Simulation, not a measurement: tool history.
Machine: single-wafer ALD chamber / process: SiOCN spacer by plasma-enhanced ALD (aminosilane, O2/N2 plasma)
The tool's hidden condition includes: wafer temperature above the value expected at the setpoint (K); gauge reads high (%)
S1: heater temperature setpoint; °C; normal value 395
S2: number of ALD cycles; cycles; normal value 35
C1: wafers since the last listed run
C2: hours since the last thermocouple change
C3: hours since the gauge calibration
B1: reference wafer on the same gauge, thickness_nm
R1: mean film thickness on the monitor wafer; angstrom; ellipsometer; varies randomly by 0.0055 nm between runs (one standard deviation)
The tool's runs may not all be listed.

run 1 day=0.000 | S1=395 S2=35 | C1=0 C2=1439.0 C3=505.2 | B1=1.857 | R1=22.22
run 2 day=1.871 | S1=401 S2=35 | C1=410 C2=1483.9 C3=550.1 | B1=1.859 | R1=22.15
run 3 day=9.650 | S1=401 S2=35 | C1=1706 C2=1670.6 C3=736.8 | B1=1.864 | R1=22.11
run 4 day=11.271 | S1=402 S2=35 | C1=355 C2=1709.5 C3=775.7 | B1=1.866 | R1=22.04
run 5 day=15.608 | S1=386 S2=35 | C1=951 C2=1813.6 C3=879.8 | B1=1.867 | R1=22.29
run 6 day=19.462 | S1=386 S2=35 | C1=845 C2=1906.1 C3=972.3 | B1=1.870 | R1=22.29
run 7 day=23.367 | S1=395 S2=35 | C1=856 C2=1999.8 C3=1066.0 | B1=1.870 | R1=22.29
run 8 day=25.579 | S1=395 S2=35 | C1=485 C2=2052.9 C3=1119.1 | B1=1.871 | R1=22.26
run 9 day=28.675 | S1=395 S2=35 | C1=679 C2=2127.2 C3=1193.4 | B1=1.873 | R1=22.36
run 10 day=31.567 | S1=395 S2=35 | C1=634 C2=2196.6 C3=1262.8 | B1=1.873 | R1=22.38
run 11 day=35.354 | S1=395 S2=35 | C1=830 C2=2287.5 C3=1353.7 | B1=1.875 | R1=22.40
run 12 day=39.054 | S1=395 S2=35 | C1=811 C2=2376.3 C3=1442.5 | B1=1.875 | R1=22.45
run 13 day=41.471 | S1=395 S2=35 | C1=530 C2=2434.3 C3=1500.5 | B1=1.876 | R1=22.40
run 14 day=45.929 | S1=395 S2=35 | C1=978 C2=2541.3 C3=1607.5 | B1=1.876 | R1=22.43
-- day=50.508 thermocouple changed; heater temperature recalibrated
run 15 day=50.529 | S1=395 S2=35 | C1=935 C2=0.5 C3=1717.9 | B1=1.877 | R1=22.54
run 16 day=54.221 | S1=395 S2=35 | C1=809 C2=89.1 C3=1806.5 | B1=1.878 | R1=22.46
run 17 day=55.842 | S1=395 S2=33 | C1=355 C2=128.0 C3=1845.4 | B1=1.878 | R1=21.16
run 18 day=60.158 | S1=395 S2=33 | C1=946 C2=231.6 C3=1949.0 | B1=1.878 | R1=21.21
run 19 day=61.808 | S1=395 S2=33 | C1=361 C2=271.2 C3=1988.6 | B1=1.879 | R1=21.23
run 20 day=65.612 | S1=395 S2=35 | C1=834 C2=362.5 C3=2079.9 | B1=1.879 | R1=22.46
run 21 day=68.900 | S1=408 S2=31 | C1=721 C2=441.4 C3=2158.8 | B1=1.878 | R1=19.34
run 22 day=72.396 | S1=390 S2=32 | C1=766 C2=525.3 C3=2242.7 | B1=1.880 | R1=20.57
run 23 day=75.908 | S1=395 S2=35 | C1=770 C2=609.6 C3=2327.0 | B1=1.880 | R1=22.45
run 24 day=78.392 | S1=399 S2=39 | C1=544 C2=669.2 C3=2386.6 | B1=1.881 | R1=25.00
run 25 day=85.188 | S1=407 S2=38 | C1=1490 C2=832.3 C3=2549.7 | B1=1.880 | R1=23.71
-- day=90.004 gauge calibrated
run 26 day=96.592 | S1=405 S2=38 | C1=2501 C2=1106.0 C3=158.1 | B1=1.858 | R1=23.64
run 27 day=99.271 | S1=395 S2=35 | C1=587 C2=1170.3 C3=222.4 | B1=1.859 | R1=22.16
run 28 day=101.358 | S1=385 S2=31 | C1=457 C2=1220.4 C3=272.5 | B1=1.861 | R1=19.65
run 29 day=104.204 | S1=395 S2=35 | C1=624 C2=1288.7 C3=340.8 | B1=1.865 | R1=22.28
run 30 day=107.867 | S1=408 S2=40 | C1=803 C2=1376.6 C3=428.7 | B1=1.867 | R1=24.80
run 31 day=111.554 | S1=388 S2=37 | C1=808 C2=1465.1 C3=517.2 | B1=1.870 | R1=23.75
run 32 day=116.017 | S1=381 S2=35 | C1=978 C2=1572.2 C3=624.3 | B1=1.873 | R1=22.45
run 33 day=117.625 | S1=395 S2=35 | C1=352 C2=1610.8 C3=662.9 | B1=1.874 | R1=22.34
run 34 day=119.138 | S1=391 S2=35 | C1=331 C2=1647.1 C3=699.2 | B1=1.876 | R1=22.43
run 35 day=122.592 | S1=406 S2=28 | C1=757 C2=1730.0 C3=782.1 | B1=1.878 | R1=17.55
run 36 day=136.075 | S1=395 S2=42 | C1=2957 C2=2053.6 C3=1105.7 | B1=1.883 | R1=27.04
run 37 day=138.688 | S1=395 S2=39 | C1=573 C2=2116.3 C3=1168.4 | B1=1.883 | R1=25.04
run 38 day=142.621 | S1=395 S2=35 | C1=862 C2=2210.7 C3=1262.8 | B1=1.884 | R1=22.57
run 39 day=144.592 | S1=395 S2=35 | C1=432 C2=2258.0 C3=1310.1 | B1=1.885 | R1=22.62

Run 40, settings as shown, results not yet in. Your forecast:
run 40 day=147.033 | S1=395 S2=35 | C1=535 C2=2316.6 C3=1368.7 | B1=? | R1=?

B1: 1.886
R1: 22.56 angstrom
Had the tool carried no hidden state, the very same run would have given R1 22.01 angstrom.
